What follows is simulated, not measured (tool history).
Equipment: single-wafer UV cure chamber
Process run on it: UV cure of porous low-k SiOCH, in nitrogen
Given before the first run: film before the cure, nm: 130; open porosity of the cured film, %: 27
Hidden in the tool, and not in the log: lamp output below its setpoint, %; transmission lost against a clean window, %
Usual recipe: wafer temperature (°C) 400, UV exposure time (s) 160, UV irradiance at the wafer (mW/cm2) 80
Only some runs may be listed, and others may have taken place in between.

run    hour  wafer temperature (°C)  UV exposure time (s)  UV irradiance at the wafer (mW/cm2)  wafers since the last listed run  hours since the UV bulbs were replaced  wafers since the quartz window was cleaned  loss of film thickness in the cure (%)
  1     0.0                     400                   160                                   80                                 0                                   703.4                                        2945                                  10.498
  2    69.7                     400                   160                                   80                               498                                   773.1                                        3443                                  10.584
  3   141.5                     400                   160                                   80                               513                                   844.9                                        3957                                  10.476
  4   204.8                     400                   160                                   80                               452                                   908.2                                        4410                                   9.546
      217.5  -- quartz window cleaned
  5   286.0                     400                   160                                  108                               523                                   989.4                                         490                                  12.344
  6   353.3                     400                   160                                   70                               481                                  1056.7                                         971                                  11.030
  7   401.1                     400                   160                                   70                               342                                  1104.5                                        1313                                  10.605
  8   485.3                     400                   160                                   70                               602                                  1188.7                                        1916                                  10.253
  9   538.7                     400                   110                                   80                               382                                  1242.1                                        2298                                   9.252
 10   644.8                     400                   160                                   93                               759                                  1348.2                                        3057                                  11.317
 11   718.4                     415                   190                                  110                               526                                  1421.8                                        3584                                  13.222
      794.6  -- quartz window cleaned
 12   826.1                     400                   160                                   80                               713                                  1529.5                                         225                                  11.371
      834.5  -- UV bulbs replaced
 13   875.8                     388                   250                                  113                               298                                    41.3                                         523                                  14.932
 14   970.0                     400                   160                                   80                               674                                   135.5                                        1197                                  11.376
 15  1072.7                     407                   200                                   80                               734                                   238.2                                        1932                                  12.045
 16  1159.9                     407                   250                                  108                               623                                   325.4                                        2556                                  14.281
 17  1210.6                     400                   160                                   70                               362                                   376.1                                        2919                                  10.079
 18  1253.9                     400                   160                                   48                               309                                   419.4                                        3229                                   8.399
     1331.8  -- quartz window cleaned
 19  1355.7                     400                   160                                   80                               671                                   521.2                                         170                                  11.491

A few steps of loss of film thickness in the cure (%) between consecutive runs. Split each: what settings, incoming material and random variation would produce without the hidden state, and what is left over for the hidden state, along with gauge scatter present in only one of the two compared results (measured, and without hidden state):
Run 4 -> 5: UV irradiance at the wafer (mW/cm2) 80 -> 108, quartz window cleaned. loss of film thickness in the cure (%) +2.798: hidden state +1.455, all else +1.343.
Run 16 -> 17: wafer temperature (°C) 407 -> 400, UV exposure time (s) 250 -> 160, UV irradiance at the wafer (mW/cm2) 108 -> 70. loss of film thickness in the cure (%) -4.202: hidden state -0.107, all else -4.095.
